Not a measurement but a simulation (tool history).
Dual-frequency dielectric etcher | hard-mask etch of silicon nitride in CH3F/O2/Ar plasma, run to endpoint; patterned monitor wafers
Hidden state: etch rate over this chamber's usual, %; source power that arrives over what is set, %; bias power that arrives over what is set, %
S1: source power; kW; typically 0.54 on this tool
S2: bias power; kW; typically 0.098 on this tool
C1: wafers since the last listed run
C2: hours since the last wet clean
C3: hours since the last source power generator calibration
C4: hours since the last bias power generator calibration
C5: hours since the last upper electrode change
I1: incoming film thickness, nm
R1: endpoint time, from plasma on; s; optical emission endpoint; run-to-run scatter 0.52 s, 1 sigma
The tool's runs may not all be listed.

run,hour,S1,S2,C1,C2,C3,C4,C5,I1,R1
1,0,0.54,0.098,0,339.2,3953.2,4769,3191.4,51.3,60
2,39.2,0.54,0.098,389,378.4,3992.4,4808.2,3230.6,50.4,60.2
3,46.8,0.54,0.098,75,386,4000,4815.8,3238.2,51.3,61.3
4,60.6,0.54,0.098,137,399.8,4013.8,4829.6,3252,51.5,62
5,72.4,0.54,0.098,117,411.6,4025.6,4841.4,3263.8,51.3,62.1
6,84.2,0.54,0.098,117,423.4,4037.4,4853.2,3275.6,51.6,62.1
7,93.1,0.54,0.098,88,432.3,4046.3,4862.1,3284.5,51,60.7
8,105.8,0.54,0.098,126,445,4059,4874.8,3297.2,51.6,62.1
9,123.2,0.54,0.098,172,462.4,4076.4,4892.2,3314.6,51.2,61.4
10,131.3,0.54,0.098,80,470.5,4084.5,4900.3,3322.7,50.6,60.4
11,141.2,0.54,0.098,98,480.4,4094.4,4910.2,3332.6,50.6,61.8
12,147.5,0.54,0.098,62,486.7,4100.7,4916.5,3338.9,50.9,61.9
13,164.3,0.54,0.098,166,503.5,4117.5,4933.3,3355.7,51.5,62.1
14,172.1,0.54,0.098,77,511.3,4125.3,4941.1,3363.5,51.4,62
15,183.9,0.54,0.098,117,523.1,4137.1,4952.9,3375.3,51.3,62
16,199.2,0.54,0.098,152,538.4,4152.4,4968.2,3390.6,51.3,62.3
17,206.4,0.42,0.115,71,545.6,4159.6,4975.4,3397.8,51.2,68.5
18,214.5,0.54,0.098,80,553.7,4167.7,4983.5,3405.9,51.1,62.8
# hour 225.4: bias power generator calibrated
19,228.8,0.43,0.118,102,568,4182,3.4,3420.2,51,67.3
20,246.6,0.54,0.098,176,585.8,4199.8,21.2,3438,51.2,61.9
# hour 276.4: wet clean of the chamber
21,276.9,0.41,0.092,62,0.5,4230.1,51.5,3468.3,51.4,71.5
22,277.2,0.49,0.098,2,0.8,4230.4,51.8,3468.6,51.1,62.2
23,279.5,0.54,0.098,22,3.1,4232.7,54.1,3470.9,51.6,59.7
24,292,0.46,0.11,124,15.6,4245.2,66.6,3483.4,51.1,62.1
# hour 305.1: source power generator calibrated
# hour 326.2: upper electrode replaced
25,326.7,0.54,0.098,96,50.3,21.6,101.3,0.5,51.4,59.8
26,327,0.54,0.086,2,50.6,21.9,101.6,0.8,51.4,60.8
27,327.3,0.54,0.098,2,50.9,22.2,101.9,1.1,51.3,59.5
28,336.6,0.48,0.075,92,60.2,31.5,111.2,10.4,51.4,68.9
29,350,0.54,0.098,133,73.6,44.9,124.6,23.8,51.3,59.6
30,356.8,0.46,0.087,67,80.4,51.7,131.4,30.6,51.2,67.7
31,372.2,0.54,0.085,153,95.8,67.1,146.8,46,50.7,61.2
32,384.9,0.64,0.106,126,108.5,79.8,159.5,58.7,51.6,53.8
33,393.2,0.45,0.122,82,116.8,88.1,167.8,67,51.5,63.3
34,406.5,0.44,0.082,132,130.1,101.4,181.1,80.3,51.5,71.6
35,414.8,0.54,0.086,82,138.4,109.7,189.4,88.6,51.5,61.6

Run-by-run hidden state of the tool:
source power that arrives over what is set, %: 0 across all the runs
bias power that arrives over what is set, %: 0 across all the runs
H1: etch rate over this chamber's usual, %
run,H1
1,-3.69
2,-4.08
3,-4.15
4,-4.29
5,-4.41
6,-4.52
7,-4.61
8,-4.74
9,-4.91
10,-4.99
11,-5.09
12,-5.15
13,-5.31
14,-5.39
15,-5.51
16,-5.66
17,-5.73
18,-5.81
19,-5.95
20,-6.13
21,-0.05
22,-0.053
23,-0.0757
24,-0.199
25,-0.541
26,-0.544
27,-0.547
28,-0.639
29,-0.771
30,-0.838
31,-0.99
32,-1.12
33,-1.2
34,-1.33
35,-1.41

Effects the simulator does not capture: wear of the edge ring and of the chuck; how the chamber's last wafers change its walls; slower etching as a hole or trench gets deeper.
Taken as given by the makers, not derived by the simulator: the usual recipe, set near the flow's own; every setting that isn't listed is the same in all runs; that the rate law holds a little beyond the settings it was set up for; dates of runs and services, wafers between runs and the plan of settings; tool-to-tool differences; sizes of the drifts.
